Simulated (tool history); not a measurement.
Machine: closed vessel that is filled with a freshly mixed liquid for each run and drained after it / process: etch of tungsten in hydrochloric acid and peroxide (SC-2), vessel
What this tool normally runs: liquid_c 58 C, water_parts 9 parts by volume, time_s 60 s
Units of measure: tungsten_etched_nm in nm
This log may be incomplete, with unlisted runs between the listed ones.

run,hour,liquid_c,water_parts,time_s,wafers since the last listed run,hours since the thermometer was replaced,hours since the chemicals flow meter was replaced,hours since the drum of peroxide was connected,hours since the gauge calibration,"read-back film thickness of the tungsten reference wafer, read on the same gauge (nm)",tungsten_etched_nm
1,0,58,9,60,0,9.6,1154.6,1318.8,345.9,59.99,42.34
2,16.6,58,9,60,1742,26.2,1171.2,1335.4,362.5,60.03,42.69
3,25.5,58,9,60,934,35.1,1180.1,1344.3,371.4,60.01,42.85
# hour 35.1: chemicals flow meter replaced
4,43.3,58,9,80,1763,52.9,8.2,1362.1,389.2,59.97,57.33
5,52.5,58,9,60,965,62.1,17.4,1371.3,398.4,60,42.59
6,65.7,58,9,60,1385,75.3,30.6,1384.5,411.6,59.98,42.7
7,81.8,58,9,60,1689,91.4,46.7,1400.6,427.7,59.97,43
# hour 92.2: gauge calibrated
8,95.3,55,9,70,1417,104.9,60.2,1414.1,3.1,60,40.73
9,108.5,62,6,45,1385,118.1,73.4,1427.3,16.3,60,55.96
10,125.2,66.5,7,40,1752,134.8,90.1,1444,33,60.01,59.3
11,140.8,64.5,9,35,1637,150.4,105.7,1459.6,48.6,60,37.62
12,152.8,58,12.5,60,1259,162.4,117.7,1471.6,60.6,60,32.41
13,161.3,58,9,60,892,170.9,126.2,1480.1,69.1,60,42.98
14,168,58,9,60,703,177.6,132.9,1486.8,75.8,60,42.57
15,177.7,62.5,6,30,1018,187.3,142.6,1496.5,85.5,60,39.04
16,190.1,49,7.5,45,1301,199.7,155,1508.9,97.9,60.01,20.57
17,201.6,63.5,5.5,60,1207,211.2,166.5,1520.4,109.4,60,87.24
18,212.7,53,12,95,1165,222.3,177.6,1531.5,120.5,60,38.58
# hour 222.2: new drum of peroxide connected
19,227.6,53,12,95,1458,237.2,192.5,5.4,135.4,60,38.72
20,238,50,5,30,1091,247.6,202.9,15.8,145.8,59.97,19.9
21,245.2,61.5,13,30,755,254.8,210.1,23,153,60.01,19.47
22,261.7,49,9,60,1731,271.3,226.6,39.5,169.5,60,23.98
23,270.9,48.5,10.5,30,965,280.5,235.8,48.7,178.7,59.99,10.12
24,286.1,58,9,60,1595,295.7,251,63.9,193.9,60.01,43.14
25,299.7,58,10.5,40,1427,309.3,264.6,77.5,207.5,60,25.14
26,315.9,64,9,40,1700,325.5,280.8,93.7,223.7,59.99,41.24
27,326.9,62.5,9,60,1154,336.5,291.8,104.7,234.7,60.01,57.31
28,336.1,58,12,90,965,345.7,301,113.9,243.9,60,50.61
29,351.2,61.5,5,95,1584,360.8,316.1,129,259,59.99,132.18

5 options for the next run, each taken on its own from the tool as it stands now. Forecast them:
A,351.9,58,9,85,73,361.5,316.8,129.7,259.7,?,?
B,351.9,66.5,9,60,73,361.5,316.8,129.7,259.7,?,?
C,351.9,50,5.5,35,73,361.5,316.8,129.7,259.7,?,?
D,351.9,53,5,70,73,361.5,316.8,129.7,259.7,?,?
E,351.9,58,13.5,60,73,361.5,316.8,129.7,259.7,?,?

run,"read-back film thickness of the tungsten reference wafer, read on the same gauge (nm)",tungsten_etched_nm
A,59.98,60.7
B,59.98,72.52
C,59.98,21.78
D,59.98,56.91
E,59.98,30.41
The same runs, with their run-to-run variation unchanged, on a tool lacking any hidden condition would have given:
run,tungsten_etched_nm
A,60.7
B,72.52
C,21.78
D,56.91
E,30.41
